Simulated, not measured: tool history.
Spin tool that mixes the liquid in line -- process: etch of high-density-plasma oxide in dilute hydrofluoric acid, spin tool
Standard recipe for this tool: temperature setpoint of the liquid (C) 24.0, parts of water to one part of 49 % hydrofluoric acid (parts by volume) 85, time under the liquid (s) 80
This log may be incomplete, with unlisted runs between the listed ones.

run	hour	temperature setpoint of the liquid (C)	parts of water to one part of 49 % hydrofluoric acid (parts by volume)	time under the liquid (s)	wafers since the last listed run	hours since the thermometer was replaced	hours since the hydrofluoric acid flow meter was replaced	hours since the gauge calibration	read-back film thickness of the high-density-plasma oxide reference wafer, read on the same gauge (nm)	thickness taken off the high-density-plasma oxide on a monitor wafer (Å)
1	0.0	23.0	85	80	0	1325.1	581.4	877.1	70.02	69.8
2	76.8	24.0	85	80	1086	1401.9	658.2	953.9	69.98	73.0
# hour 85.4: hydrofluoric acid flow meter replaced
3	148.4	24.0	85	80	999	1473.5	63.0	1025.5	69.99	72.9
4	194.8	20.0	85	80	656	1519.9	109.4	1071.9	70.01	61.3
5	243.6	20.0	85	80	690	1568.7	158.2	1120.7	70.01	61.6
6	422.6	24.0	115	80	2533	1747.7	337.2	1299.7	70.00	51.3
7	497.6	24.0	85	95	1061	1822.7	412.2	1374.7	70.00	85.4
8	543.6	24.0	85	95	651	1868.7	458.2	1420.7	69.99	85.8
9	622.0	27.5	85	80	1109	1947.1	536.6	1499.1	70.01	82.5
# hour 738.3: thermometer replaced
# hour 769.9: hydrofluoric acid flow meter replaced
10	941.9	27.5	85	80	4499	203.6	172.0	1819.0	69.97	84.5
11	981.2	24.0	85	55	556	242.9	211.3	1858.3	70.00	50.5
# hour 1072.2: gauge calibrated
12	1078.2	24.0	85	80	1372	339.9	308.3	6.0	70.01	73.5
13	1177.6	19.5	95	80	1406	439.3	407.7	105.4	70.03	54.2
14	1273.9	24.0	85	80	1362	535.6	504.0	201.7	70.00	73.4
15	1350.9	24.0	110	60	1089	612.6	581.0	278.7	69.99	41.0
# hour 1366.4: hydrofluoric acid flow meter replaced
16	1413.6	24.0	85	80	873	675.3	47.2	341.4	70.00	73.0
17	1486.0	19.5	50	125	1024	747.7	119.6	413.8	70.00	168.5
18	1559.3	26.5	85	80	1037	821.0	192.9	487.1	70.00	80.8
19	1645.1	24.0	85	80	1214	906.8	278.7	572.9	70.03	72.7
20	1853.2	21.5	115	125	2945	1114.9	486.8	781.0	70.01	73.1
# hour 1912.9: hydrofluoric acid flow meter replaced
21	1938.9	24.0	65	65	1198	1200.6	26.0	866.7	70.00	79.1
22	2030.2	24.0	85	80	1292	1291.9	117.3	958.0	69.96	72.5
23	2126.2	21.5	110	80	1358	1387.9	213.3	1054.0	70.02	48.8
24	2218.1	24.0	85	95	1300	1479.8	305.2	1145.9	70.03	85.8
25	2291.8	24.0	110	80	1043	1553.5	378.9	1219.6	69.98	54.3
26	2353.5	26.0	115	130	873	1615.2	440.6	1281.3	69.96	90.5
27	2391.1	28.5	65	80	532	1652.8	478.2	1318.9	70.03	115.6
28	2444.1	28.0	85	40	750	1705.8	531.2	1371.9	69.98	42.1
29	2518.9	19.5	85	80	1058	1780.6	606.0	1446.7	70.02	59.5
30	2605.9	24.0	60	55	1231	1867.6	693.0	1533.7	69.99	71.9
# hour 2637.1: hydrofluoric acid flow meter replaced
31	2700.7	21.5	120	80	1327	1962.4	63.6	1628.5	70.03	44.0

For each run, what was the tool's unlogged condition?
hydrofluoric acid flow above the setpoint (%): 0, the same for each run
gauge reads high (%): 0, the same for each run
H1: liquid colder than its thermometer reads (K)
run	H1
1	0.601
2	0.633
3	0.663
4	0.683
5	0.704
6	0.779
7	0.811
8	0.83
9	0.863
10	0.267
11	0.284
12	0.325
13	0.367
14	0.407
15	0.44
16	0.466
17	0.497
18	0.528
19	0.564
20	0.652
21	0.688
22	0.727
23	0.767
24	0.806
25	0.837
26	0.863
27	0.879
28	0.901
29	0.933
30	0.97
31	1.01
